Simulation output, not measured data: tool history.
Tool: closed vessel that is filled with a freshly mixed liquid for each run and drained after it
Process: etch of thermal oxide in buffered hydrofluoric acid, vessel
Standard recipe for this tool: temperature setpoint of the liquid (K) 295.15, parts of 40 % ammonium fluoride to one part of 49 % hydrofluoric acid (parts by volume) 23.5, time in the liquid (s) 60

run,day,temperature setpoint of the liquid (K),parts of 40 % ammonium fluoride to one part of 49 % hydrofluoric acid (parts by volume),time in the liquid (s),"read-back film thickness of the thermal oxide reference wafer, read on the same gauge (nm)",thickness taken off the thermal oxide on a monitor wafer (Å)
1,0,295.15,23.5,60,100.01,268.4
2,0.379,295.15,23.5,60,99.99,266.9
3,1.054,295.15,23.5,60,100.02,265.5
4,1.567,295.15,23.5,60,100.02,264.2
5,3.304,297.15,19,60,100.03,343.8
6,3.983,297.15,19,60,100.04,341.8
# day 4.392: thermometer replaced
7,4.633,295.15,23.5,60,100.03,265.5
# day 4.7: gauge calibrated
8,4.929,295.15,23.5,60,100.01,266.2
9,5.238,295.15,28.5,60,100.01,226.1
10,5.492,295.15,28.5,60,100.01,226
11,6.038,292.65,23.5,60,100.02,228.5
12,6.379,297.65,21,95,100,517.2
13,7.004,295.15,23.5,60,99.98,263.9
14,7.296,297.65,29,75,100.04,321.2
15,8.454,295.15,23.5,60,99.99,263
# day 8.546: hydrofluoric acid flow meter replaced
16,9.054,299.65,28.5,60,99.99,318.5
17,9.8,295.15,26,95,100.02,419.9
18,10.296,298.15,19,40,99.98,261.3
19,11.071,295.15,30,60,99.99,237.7
20,11.792,293.15,18.5,30,100,153
21,12.129,295.15,23.5,75,100.01,352.5

List, for all runs, the conditions of the tool that the log does not record:
liquid colder than its thermometer reads (K): 0 at every run
gauge reads high (%): 0 at every run
H1: hydrofluoric acid flow below the setpoint (%)
run,H1
1,10.9
2,11
3,11.2
4,11.4
5,11.8
6,12
7,12.2
8,12.2
9,12.3
10,12.4
11,12.5
12,12.6
13,12.8
14,12.9
15,13.2
16,2.52
17,2.72
18,2.85
19,3.06
20,3.25
21,3.34
